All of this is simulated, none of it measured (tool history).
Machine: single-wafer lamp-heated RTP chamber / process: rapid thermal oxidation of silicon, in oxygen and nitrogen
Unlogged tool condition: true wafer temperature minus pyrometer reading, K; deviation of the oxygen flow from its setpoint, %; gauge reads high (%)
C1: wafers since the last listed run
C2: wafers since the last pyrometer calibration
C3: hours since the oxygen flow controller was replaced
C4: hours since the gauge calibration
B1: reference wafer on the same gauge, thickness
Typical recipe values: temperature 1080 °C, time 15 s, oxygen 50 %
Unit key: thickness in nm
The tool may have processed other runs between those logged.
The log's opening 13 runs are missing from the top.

run 14 hour=761.2 | temperature=1080 time=15 oxygen=73 | C1=280 C2=5984 C3=4159.9 C4=1949.3 | B1=5.49 | thickness=5.272
run 15 hour=790.8 | temperature=1088 time=15 oxygen=50 | C1=152 C2=6136 C3=4189.5 C4=1978.9 | B1=5.489 | thickness=4.841
run 16 hour=841.2 | temperature=1088 time=15 oxygen=50 | C1=259 C2=6396 C3=4239.9 C4=2029.3 | B1=5.491 | thickness=4.842
run 17 hour=904.2 | temperature=1088 time=15 oxygen=50 | C1=324 C2=6721 C3=4302.9 C4=2092.3 | B1=5.489 | thickness=4.837
-- hour=947.9 pyrometer window cleaned and pyrometer calibrated
-- hour=951.2 oxygen flow controller replaced
run 18 hour=951.7 | temperature=1080 time=15 oxygen=50 | C1=186 C2=2 C3=0.5 C4=2139.8 | B1=5.491 | thickness=4.622
run 19 hour=1006.6 | temperature=1080 time=15 oxygen=34 | C1=282 C2=285 C3=55.4 C4=2194.7 | B1=5.491 | thickness=4.069
-- hour=1040.6 gauge calibrated
run 20 hour=1073.3 | temperature=1093 time=13 oxygen=34 | C1=343 C2=629 C3=122.1 C4=32.7 | B1=5.489 | thickness=4.177
run 21 hour=1127.1 | temperature=1080 time=15 oxygen=50 | C1=277 C2=906 C3=175.9 C4=86.5 | B1=5.49 | thickness=4.623
run 22 hour=1197.3 | temperature=1080 time=15 oxygen=50 | C1=361 C2=1268 C3=246.1 C4=156.7 | B1=5.489 | thickness=4.619
run 23 hour=1240.5 | temperature=1080 time=15 oxygen=50 | C1=222 C2=1491 C3=289.3 C4=199.9 | B1=5.491 | thickness=4.625
run 24 hour=1294.9 | temperature=1099 time=18 oxygen=50 | C1=280 C2=1771 C3=343.7 C4=254.3 | B1=5.491 | thickness=5.592
run 25 hour=1366.4 | temperature=1071 time=10 oxygen=50 | C1=368 C2=2140 C3=415.2 C4=325.8 | B1=5.491 | thickness=3.768
run 26 hour=1421 | temperature=1080 time=15 oxygen=67 | C1=281 C2=2421 C3=469.8 C4=380.4 | B1=5.491 | thickness=5.101
run 27 hour=1450.6 | temperature=1080 time=17 oxygen=50 | C1=152 C2=2574 C3=499.4 C4=410 | B1=5.489 | thickness=4.85
run 28 hour=1494.4 | temperature=1080 time=15 oxygen=50 | C1=225 C2=2799 C3=543.2 C4=453.8 | B1=5.488 | thickness=4.623
run 29 hour=1549.5 | temperature=1080 time=15 oxygen=50 | C1=284 C2=3083 C3=598.3 C4=508.9 | B1=5.491 | thickness=4.622
run 30 hour=1593.7 | temperature=1080 time=15 oxygen=50 | C1=227 C2=3311 C3=642.5 C4=553.1 | B1=5.49 | thickness=4.618
run 31 hour=1636 | temperature=1068 time=10 oxygen=79 | C1=218 C2=3529 C3=684.8 C4=595.4 | B1=5.49 | thickness=4.312
run 32 hour=1690.3 | temperature=1099 time=20 oxygen=50 | C1=279 C2=3809 C3=739.1 C4=649.7 | B1=5.49 | thickness=5.849
run 33 hour=1751.1 | temperature=1068 time=21 oxygen=22 | C1=313 C2=4123 C3=799.9 C4=710.5 | B1=5.488 | thickness=3.758
run 34 hour=1800.6 | temperature=1105 time=11 oxygen=29 | C1=255 C2=4378 C3=849.4 C4=760 | B1=5.489 | thickness=4
run 35 hour=1852.6 | temperature=1080 time=15 oxygen=50 | C1=268 C2=4646 C3=901.4 C4=812 | B1=5.49 | thickness=4.63
run 36 hour=1917.6 | temperature=1071 time=22 oxygen=62 | C1=335 C2=4981 C3=966.4 C4=877 | B1=5.489 | thickness=5.511

5 options for the next run, each taken on its own from the tool as it stands now. Forecast them:
run A hour=1918.1 | temperature=1067 time=15 oxygen=50 | C1=2 C2=4983 C3=966.9 C4=877.5 | B1=? | thickness=?
run B hour=1918.1 | temperature=1080 time=19 oxygen=25 | C1=2 C2=4983 C3=966.9 C4=877.5 | B1=? | thickness=?
run C hour=1918.1 | temperature=1094 time=15 oxygen=50 | C1=2 C2=4983 C3=966.9 C4=877.5 | B1=? | thickness=?
run D hour=1918.1 | temperature=1080 time=8 oxygen=65 | C1=2 C2=4983 C3=966.9 C4=877.5 | B1=? | thickness=?
run E hour=1918.1 | temperature=1063 time=20 oxygen=59 | C1=2 C2=4983 C3=966.9 C4=877.5 | B1=? | thickness=?

run=A B1=5.49 thickness=4.275
run=B B1=5.49 thickness=4.038
run=C B1=5.49 thickness=5.058
run=D B1=5.49 thickness=4.025
run=E B1=5.49 thickness=4.933
Had the tool no hidden state, the same runs would have come out as:
run=A thickness=4.266
run=B thickness=4.043
run=C thickness=5.05
run=D thickness=4.01
run=E thickness=4.917
